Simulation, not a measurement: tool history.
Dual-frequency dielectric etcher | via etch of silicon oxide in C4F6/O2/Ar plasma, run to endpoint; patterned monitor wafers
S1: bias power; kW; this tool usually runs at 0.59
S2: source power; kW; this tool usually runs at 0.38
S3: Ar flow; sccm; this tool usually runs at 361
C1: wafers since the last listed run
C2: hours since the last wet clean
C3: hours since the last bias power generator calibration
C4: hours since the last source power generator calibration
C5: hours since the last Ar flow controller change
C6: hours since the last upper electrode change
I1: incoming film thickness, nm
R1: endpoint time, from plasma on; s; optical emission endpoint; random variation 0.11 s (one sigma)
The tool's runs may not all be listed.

run,hour,S1,S2,S3,C1,C2,C3,C4,C5,C6,I1,R1
1,0,0.59,0.38,361,0,291.5,1426.8,2525.4,2313.5,2806.3,120,27.7
2,102.7,0.59,0.38,361,801,394.2,1529.5,2628.1,2416.2,2909,119.3,27.4
3,191.7,0.59,0.38,361,694,483.2,1618.5,2717.1,2505.2,2998,120,27.6
4,239.3,0.59,0.38,361,371,530.8,1666.1,2764.7,2552.8,3045.6,119.6,27.4
# hour 345.2: wet clean of the chamber
5,399.4,0.59,0.38,361,1061,54.2,1826.2,2924.8,2712.9,3205.7,119,27
6,483.2,0.59,0.38,304,653,138,1910,3008.6,2796.7,3289.5,118.7,26.6
7,521.9,0.59,0.38,304,301,176.7,1948.7,3047.3,2835.4,3328.2,119.7,26.8
8,591.9,0.59,0.38,304,546,246.7,2018.7,3117.3,2905.4,3398.2,119.2,26.7
9,671.8,0.541,0.38,361,623,326.6,2098.6,3197.2,2985.3,3478.1,119.2,28.4
# hour 676.3: source power generator calibrated
# hour 703.3: Ar flow controller replaced
10,766.1,0.541,0.38,361,657,420.9,2192.9,89.8,62.8,3572.4,119.5,28.5
11,857.7,0.541,0.38,361,714,512.5,2284.5,181.4,154.4,3664,119.2,28.2
# hour 946.4: wet clean of the chamber
12,959,0.514,0.38,361,602,12.6,2385.8,282.7,255.7,3765.3,121,29.6
13,1044.4,0.632,0.38,429,666,98,2471.2,368.1,341.1,3850.7,120.5,26.6
# hour 1085.2: bias power generator calibrated
14,1108.7,0.59,0.38,361,470,162.3,23.5,432.4,405.4,3915,120.5,27.7
15,1153.1,0.59,0.38,361,346,206.7,67.9,476.8,449.8,3959.4,119.1,27.4
16,1197.6,0.59,0.38,361,347,251.2,112.4,521.3,494.3,4003.9,119.9,27.5
17,1274.1,0.638,0.38,393,596,327.7,188.9,597.8,570.8,4080.4,120.3,26.7
18,1318.5,0.59,0.38,397,346,372.1,233.3,642.2,615.2,4124.8,120.5,27.9
# hour 1411.9: upper electrode replaced
19,1412.4,0.714,0.31,422,545,466,327.2,736.1,709.1,0.5,119.9,27.2
20,1455.2,0.478,0.3,275,333,508.8,370,778.9,751.9,43.3,120.7,32.6
# hour 1531.4: wet clean of the chamber
21,1531.9,0.726,0.34,431,411,0.5,446.7,855.6,828.6,120,119.6,25.8
22,1621.2,0.534,0.32,361,696,89.8,536,944.9,917.9,209.3,119.1,30.6
23,1705,0.54,0.35,286,653,173.6,619.8,1028.7,1001.7,293.1,119.3,28.7
24,1797.4,0.707,0.38,299,720,266,712.2,1121.1,1094.1,385.5,120.1,24.6

Below are 4 alternative next runs, each starting from the tool's condition after run 24. Predict each:
A,1797.8,0.59,0.38,361,3,266.4,712.6,1121.5,1094.5,385.9,119.4,?
B,1797.8,0.59,0.41,361,3,266.4,712.6,1121.5,1094.5,385.9,119.4,?
C,1797.8,0.59,0.38,405,3,266.4,712.6,1121.5,1094.5,385.9,119.4,?
D,1797.8,0.73,0.45,285,3,266.4,712.6,1121.5,1094.5,385.9,119.4,?

run,R1
A,27.3
B,26.6
C,27.7
D,22.4
Take away the tool's hidden state, keep each run's random variation, and the runs would have read:
run,R1
A,27.5
B,26.8
C,27.9
D,22.6
